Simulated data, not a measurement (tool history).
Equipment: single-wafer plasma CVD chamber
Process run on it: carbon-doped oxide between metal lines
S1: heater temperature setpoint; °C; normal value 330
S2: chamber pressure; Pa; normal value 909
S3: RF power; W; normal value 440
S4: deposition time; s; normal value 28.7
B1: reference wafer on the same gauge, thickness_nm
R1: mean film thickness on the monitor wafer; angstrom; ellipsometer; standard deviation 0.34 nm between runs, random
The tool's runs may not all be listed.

{"run": 1, "hour": 0.0, "S1": 321, "S2": 909, "S3": 440, "S4": 28.7, "B1": 121.894, "R1": 1512.46}
{"hour": 68.6, "done": "gauge calibrated"}
{"run": 2, "hour": 165.3, "S1": 330, "S2": 909, "S3": 440, "S4": 28.7, "B1": 122.07, "R1": 1473.48}
{"run": 3, "hour": 207.0, "S1": 330, "S2": 909, "S3": 440, "S4": 28.7, "B1": 122.051, "R1": 1475.11}
{"run": 4, "hour": 246.8, "S1": 330, "S2": 909, "S3": 440, "S4": 28.7, "B1": 121.989, "R1": 1473.89}
{"run": 5, "hour": 309.4, "S1": 330, "S2": 909, "S3": 440, "S4": 28.7, "B1": 121.984, "R1": 1474.2}
{"hour": 332.0, "done": "capacitance manometer re-zeroed and calibrated"}
{"run": 6, "hour": 348.9, "S1": 330, "S2": 909, "S3": 440, "S4": 28.7, "B1": 121.88, "R1": 1473.17}
{"run": 7, "hour": 373.5, "S1": 330, "S2": 783, "S3": 440, "S4": 30, "B1": 122.027, "R1": 1532.45}
{"run": 8, "hour": 420.5, "S1": 342, "S2": 711, "S3": 440, "S4": 30.6, "B1": 121.947, "R1": 1495.77}
{"run": 9, "hour": 476.4, "S1": 330, "S2": 909, "S3": 385, "S4": 28.7, "B1": 121.917, "R1": 1311.6}
{"hour": 490.3, "done": "showerhead replaced"}
{"hour": 504.4, "done": "RF generator calibrated"}
{"run": 10, "hour": 530.8, "S1": 335, "S2": 973, "S3": 365, "S4": 23.3, "B1": 121.977, "R1": 1014.18}
{"hour": 575.1, "done": "thermocouple changed; heater temperature recalibrated"}
{"run": 11, "hour": 575.6, "S1": 330, "S2": 731, "S3": 495, "S4": 28.7, "B1": 121.943, "R1": 1630.85}
{"run": 12, "hour": 611.3, "S1": 330, "S2": 909, "S3": 440, "S4": 28.7, "B1": 121.904, "R1": 1509.31}
{"run": 13, "hour": 683.0, "S1": 330, "S2": 909, "S3": 440, "S4": 28.7, "B1": 122.015, "R1": 1503.97}
{"run": 14, "hour": 752.9, "S1": 330, "S2": 909, "S3": 440, "S4": 33.7, "B1": 122.118, "R1": 1763.2}
{"run": 15, "hour": 792.7, "S1": 321, "S2": 1109, "S3": 440, "S4": 23.1, "B1": 122.004, "R1": 1253.96}
{"run": 16, "hour": 841.2, "S1": 330, "S2": 1015, "S3": 380, "S4": 33.2, "B1": 121.967, "R1": 1538.85}
{"run": 17, "hour": 871.1, "S1": 330, "S2": 909, "S3": 440, "S4": 28.7, "B1": 122.028, "R1": 1498.52}
{"run": 18, "hour": 914.7, "S1": 319, "S2": 773, "S3": 470, "S4": 30.8, "B1": 122.049, "R1": 1736.09}
{"run": 19, "hour": 968.4, "S1": 334, "S2": 909, "S3": 440, "S4": 28.7, "B1": 121.927, "R1": 1472.53}
{"run": 20, "hour": 994.3, "S1": 338, "S2": 688, "S3": 475, "S4": 30.2, "B1": 122.079, "R1": 1609.16}
{"run": 21, "hour": 1038.3, "S1": 341, "S2": 1020, "S3": 440, "S4": 28.7, "B1": 122.061, "R1": 1456.63}
{"run": 22, "hour": 1085.9, "S1": 330, "S2": 1035, "S3": 440, "S4": 26, "B1": 122.004, "R1": 1363.97}
{"run": 23, "hour": 1127.6, "S1": 330, "S2": 909, "S3": 440, "S4": 28.7, "B1": 122.035, "R1": 1500.66}
{"run": 24, "hour": 1185.6, "S1": 320, "S2": 1117, "S3": 440, "S4": 26.9, "B1": 121.981, "R1": 1449.23}
{"run": 25, "hour": 1237.2, "S1": 330, "S2": 909, "S3": 440, "S4": 28.7, "B1": 121.954, "R1": 1486.2}
{"run": 26, "hour": 1269.7, "S1": 343, "S2": 1068, "S3": 440, "S4": 28.7, "B1": 122.041, "R1": 1438.46}
{"hour": 1282.5, "done": "capacitance manometer re-zeroed and calibrated"}
{"run": 27, "hour": 1308.0, "S1": 326, "S2": 909, "S3": 440, "S4": 28.7, "B1": 122.059, "R1": 1508.75}
{"run": 28, "hour": 1333.9, "S1": 330, "S2": 687, "S3": 440, "S4": 33, "B1": 121.963, "R1": 1680.89}

4 options for the next run, each taken on its own from the tool as it stands now. Forecast them:
{"run": "A", "hour": 1334.3, "S1": 330, "S2": 909, "S3": 440, "S4": 28.7, "B1": "?", "R1": "?"}
{"run": "B", "hour": 1334.3, "S1": 326, "S2": 909, "S3": 440, "S4": 24.8, "B1": "?", "R1": "?"}
{"run": "C", "hour": 1334.3, "S1": 324, "S2": 991, "S3": 390, "S4": 34.2, "B1": "?", "R1": "?"}
{"run": "D", "hour": 1334.3, "S1": 330, "S2": 909, "S3": 390, "S4": 28.7, "B1": "?", "R1": "?"}

run=A B1=122.027 R1=1488.19
run=B B1=122.027 R1=1304.7
run=C B1=122.027 R1=1632.77
run=D B1=122.027 R1=1344.22
Had the tool no hidden state, the same runs would have come out as:
run=A R1=1511.7
run=B R1=1326.07
run=C R1=1660.16
run=D R1=1365.93

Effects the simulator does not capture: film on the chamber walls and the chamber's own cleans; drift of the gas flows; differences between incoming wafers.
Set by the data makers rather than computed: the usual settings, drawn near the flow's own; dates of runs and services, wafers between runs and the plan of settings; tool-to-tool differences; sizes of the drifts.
